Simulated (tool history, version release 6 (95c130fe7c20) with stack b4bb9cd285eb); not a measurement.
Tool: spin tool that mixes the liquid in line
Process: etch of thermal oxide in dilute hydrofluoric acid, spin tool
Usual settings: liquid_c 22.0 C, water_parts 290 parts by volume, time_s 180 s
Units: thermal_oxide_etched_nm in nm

run,hour,liquid_c,water_parts,time_s,wafers since the last listed run,hours since the thermometer was replaced,hours since the hydrofluoric acid flow meter was replaced,hours since the gauge calibration,"read-back film thickness of the thermal oxide reference wafer, read on the same gauge (nm)",thermal_oxide_etched_nm
1,0.0,22.0,290,180,0,147.4,113.7,2205.7,49.959,1.981
2,38.5,20.5,290,180,231,185.9,152.2,2244.2,50.017,1.976
3,115.8,22.0,290,180,464,263.2,229.5,2321.5,50.011,2.094
4,223.2,22.0,290,180,645,370.6,336.9,2428.9,49.994,2.077
5,269.4,25.0,290,180,277,416.8,383.1,2475.1,50.016,2.391
6,510.8,25.0,290,180,1450,658.2,624.5,2716.5,50.028,2.385
# hour 540.8: hydrofluoric acid flow meter replaced
7,550.9,18.0,290,180,234,698.3,10.1,2756.6,50.031,1.619
8,618.5,18.0,290,180,406,765.9,77.7,2824.2,50.031,1.623
9,694.1,18.0,290,180,454,841.5,153.3,2899.8,49.995,1.593
# hour 708.8: thermometer replaced
10,775.4,25.0,290,230,482,66.6,234.6,2981.1,49.995,2.998
11,839.4,22.0,290,180,384,130.6,298.6,3045.1,50.004,2.136
12,909.4,22.0,290,180,420,200.6,368.6,3115.1,50.034,2.160
13,964.4,24.0,290,210,330,255.6,423.6,3170.1,49.982,2.750
14,1064.6,22.0,365,120,602,355.8,523.8,3270.3,50.022,1.070
15,1139.6,25.0,380,110,450,430.8,598.8,3345.3,50.027,1.038
# hour 1161.1: hydrofluoric acid flow meter replaced
16,1227.1,24.0,410,210,519,518.3,66.0,3432.8,50.029,1.538
17,1298.9,22.0,290,180,431,590.1,137.8,3504.6,49.961,1.975
18,1395.8,22.0,205,180,582,687.0,234.7,3601.5,50.002,3.030
19,1465.9,20.0,290,180,421,757.1,304.8,3671.6,50.016,1.822
20,1561.6,19.5,290,240,575,852.8,400.5,3767.3,49.994,2.423
# hour 1593.5: thermometer replaced
# hour 1614.0: gauge calibrated
21,1616.6,27.0,290,150,324,23.1,455.5,2.6,49.985,2.214
22,1662.2,19.5,290,115,273,68.7,501.1,48.2,49.972,1.261
23,1708.9,20.0,435,75,280,115.4,547.8,94.9,49.966,0.518
24,1804.3,17.0,290,105,573,210.8,643.2,190.3,50.020,1.059
# hour 1952.7: hydrofluoric acid flow meter replaced
25,1992.8,24.0,290,220,1126,399.3,40.1,378.8,50.020,2.614
26,2041.0,22.0,290,180,289,447.5,88.3,427.0,50.016,1.939
27,2235.7,27.0,215,180,1169,642.2,283.0,621.7,49.973,3.536
28,2284.6,22.0,290,180,293,691.1,331.9,670.6,50.027,2.031
# hour 2321.6: thermometer replaced
29,2391.8,20.0,290,180,638,70.2,439.1,777.8,50.039,2.025
30,2446.7,24.0,225,245,329,125.1,494.0,832.7,50.029,4.464
31,2550.3,22.0,290,180,622,228.7,597.6,936.3,50.013,2.188
# hour 2624.7: hydrofluoric acid flow meter replaced
32,2631.4,25.0,360,180,481,309.8,6.7,1017.4,49.984,1.665
33,2668.2,18.0,290,265,221,346.6,43.5,1054.2,49.986,2.516
34,2745.1,22.0,290,180,462,423.5,120.4,1131.1,50.031,1.991

Hidden state at the last listed run before each entry between runs and at the first one after, where it differs:
Between runs 6 and 7: hydrofluoric acid flow meter replaced (hour 540.8)
  liquid colder than its thermometer reads (K): 2.12 -> 2.24; hydrofluoric acid flow above the setpoint (%): 12.5 -> 0.263
  measured less the result without the state, thermal_oxide_etched_nm: +0.173 -> -0.139 nm
Between runs 9 and 10: thermometer replaced (hour 708.8)
  liquid colder than its thermometer reads (K): 2.66 -> 0.195; hydrofluoric acid flow above the setpoint (%): 2.74 -> 4.15
  measured less the result without the state, thermal_oxide_etched_nm: -0.112 -> +0.133 nm
Between runs 15 and 16: hydrofluoric acid flow meter replaced (hour 1161.1)
  liquid colder than its thermometer reads (K): 1.26 -> 1.52; hydrofluoric acid flow above the setpoint (%): 10.5 -> 1.85
  measured less the result without the state, thermal_oxide_etched_nm: +0.090 -> -0.040 nm
Between runs 20 and 21: thermometer replaced (hour 1593.5); gauge calibrated (hour 1614.0)
  liquid colder than its thermometer reads (K): 2.5 -> 0.151; hydrofluoric acid flow above the setpoint (%): 7.65 -> 8.6
  measured less the result without the state, thermal_oxide_etched_nm: -0.006 -> +0.214 nm
Between runs 24 and 25: hydrofluoric acid flow meter replaced (hour 1952.7)
  liquid colder than its thermometer reads (K): 0.702 -> 1.25; hydrofluoric acid flow above the setpoint (%): 11.8 -> 2.18
  measured less the result without the state, thermal_oxide_etched_nm: +0.111 -> -0.044 nm
Between runs 28 and 29: thermometer replaced (hour 2321.6)
  liquid colder than its thermometer reads (K): 2.11 -> 0.352; hydrofluoric acid flow above the setpoint (%): 7.24 -> 9.09
  measured less the result without the state, thermal_oxide_etched_nm: +0.022 -> +0.185 nm
Between runs 31 and 32: hydrofluoric acid flow meter replaced (hour 2624.7)
  liquid colder than its thermometer reads (K): 0.817 -> 1.05; hydrofluoric acid flow above the setpoint (%): 11.8 -> 1.39
  measured less the result without the state, thermal_oxide_etched_nm: +0.230 -> -0.028 nm

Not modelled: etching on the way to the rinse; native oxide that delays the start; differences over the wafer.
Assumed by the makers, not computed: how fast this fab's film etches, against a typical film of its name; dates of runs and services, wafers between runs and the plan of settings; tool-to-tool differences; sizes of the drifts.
